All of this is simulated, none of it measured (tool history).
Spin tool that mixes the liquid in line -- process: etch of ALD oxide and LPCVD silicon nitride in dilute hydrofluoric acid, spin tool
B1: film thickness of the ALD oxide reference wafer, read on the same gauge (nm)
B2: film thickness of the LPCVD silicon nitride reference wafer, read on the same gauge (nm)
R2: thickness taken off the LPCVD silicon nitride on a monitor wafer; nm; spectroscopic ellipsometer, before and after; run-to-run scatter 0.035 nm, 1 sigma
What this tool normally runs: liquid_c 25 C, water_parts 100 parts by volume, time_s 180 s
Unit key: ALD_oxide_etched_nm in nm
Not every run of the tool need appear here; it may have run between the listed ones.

Run 1, hour 0: usual settings but time_s 235 s; B1 30.02; B2 80.016. Result: ALD_oxide_etched_nm 27.13 nm, R2 1.183 nm.
Run 2, hour 107.4: usual settings; B1 30.02; B2 80.013. Result: ALD_oxide_etched_nm 21.63 nm, R2 1.003 nm.
Run 3, hour 200.8: usual settings; B1 29.99; B2 79.985. Result: ALD_oxide_etched_nm 21.84 nm, R2 0.961 nm.
Run 4, hour 279: usual settings; B1 29.99; B2 80.006. Result: ALD_oxide_etched_nm 21.48 nm, R2 0.901 nm.
At hour 326.3: hydrofluoric acid flow meter replaced.
Run 5, hour 380.4: usual settings but water_parts 60 parts by volume; B1 29.97; B2 80.022. Result: ALD_oxide_etched_nm 36.4 nm, R2 1.373 nm.
Run 6, hour 427.7: usual settings but water_parts 60 parts by volume; B1 30.01; B2 79.972. Result: ALD_oxide_etched_nm 37.48 nm, R2 1.412 nm.
Run 7, hour 506.7: usual settings but water_parts 60 parts by volume; B1 30.02; B2 79.981. Result: ALD_oxide_etched_nm 37.06 nm, R2 1.601 nm.
At hour 521.3: gauge calibrated.
Run 8, hour 641.2: usual settings; B1 30; B2 80. Result: ALD_oxide_etched_nm 22.22 nm, R2 0.935 nm.
At hour 727.7: hydrofluoric acid flow meter replaced.
Run 9, hour 737.8: usual settings; B1 30.02; B2 79.988. Result: ALD_oxide_etched_nm 20.56 nm, R2 0.898 nm.
Run 10, hour 791.7: usual settings; B1 29.99; B2 80.015. Result: ALD_oxide_etched_nm 21.18 nm, R2 0.851 nm.
Run 11, hour 881.8: usual settings but liquid_c 28 C, water_parts 75 parts by volume, time_s 215 s; B1 30.01; B2 80.043. Result: ALD_oxide_etched_nm 39.76 nm, R2 1.867 nm.
Run 12, hour 979.8: usual settings but liquid_c 28 C, water_parts 75 parts by volume, time_s 215 s; B1 30.04; B2 80.011. Result: ALD_oxide_etched_nm 40.01 nm, R2 1.749 nm.
Run 13, hour 1071: usual settings but liquid_c 22.5 C, water_parts 145 parts by volume; B1 30.01; B2 80.018. Result: ALD_oxide_etched_nm 12.85 nm, R2 0.59 nm.
Run 14, hour 1120.1: usual settings but liquid_c 30 C; B1 30.05; B2 79.973. Result: ALD_oxide_etched_nm 27.34 nm, R2 1.237 nm.
At hour 1140.9: thermometer replaced.
At hour 1155.8: hydrofluoric acid flow meter replaced.
Run 15, hour 1215.2: usual settings but liquid_c 27.5 C, water_parts 85 parts by volume; B1 30; B2 79.963. Result: ALD_oxide_etched_nm 27.62 nm, R2 1.244 nm.
Run 16, hour 1280.6: usual settings but water_parts 150 parts by volume, time_s 75 s; B1 29.99; B2 80.015. Result: ALD_oxide_etched_nm 5.53 nm, R2 0.259 nm.
Run 17, hour 1353.5: usual settings; B1 29.98; B2 80.004. Result: ALD_oxide_etched_nm 21.65 nm, R2 0.929 nm.
Run 18, hour 1401.4: usual settings but time_s 125 s; B1 30.01; B2 80.006. Result: ALD_oxide_etched_nm 15.39 nm, R2 0.633 nm.
Run 19, hour 1467: usual settings but liquid_c 27.5 C, water_parts 125 parts by volume, time_s 115 s; B1 30.01; B2 79.997. Result: ALD_oxide_etched_nm 12.09 nm, R2 0.599 nm.

Run-by-run hidden state of the tool:
liquid colder than its thermometer reads (K): 0 on each run
gauge reads high (%): 0 on each run
H1: hydrofluoric acid flow above the setpoint (%)
run     H1
  1   1.15
  2   2.91
  3   4.45
  4   5.73
  5   1.06
  6   1.84
  7   3.14
  8   5.34
  9  0.858
 10   1.74
 11   3.22
 12   4.83
 13   6.32
 14   7.13
 15   1.63
 16    2.7
 17    3.9
 18   4.68
 19   5.76
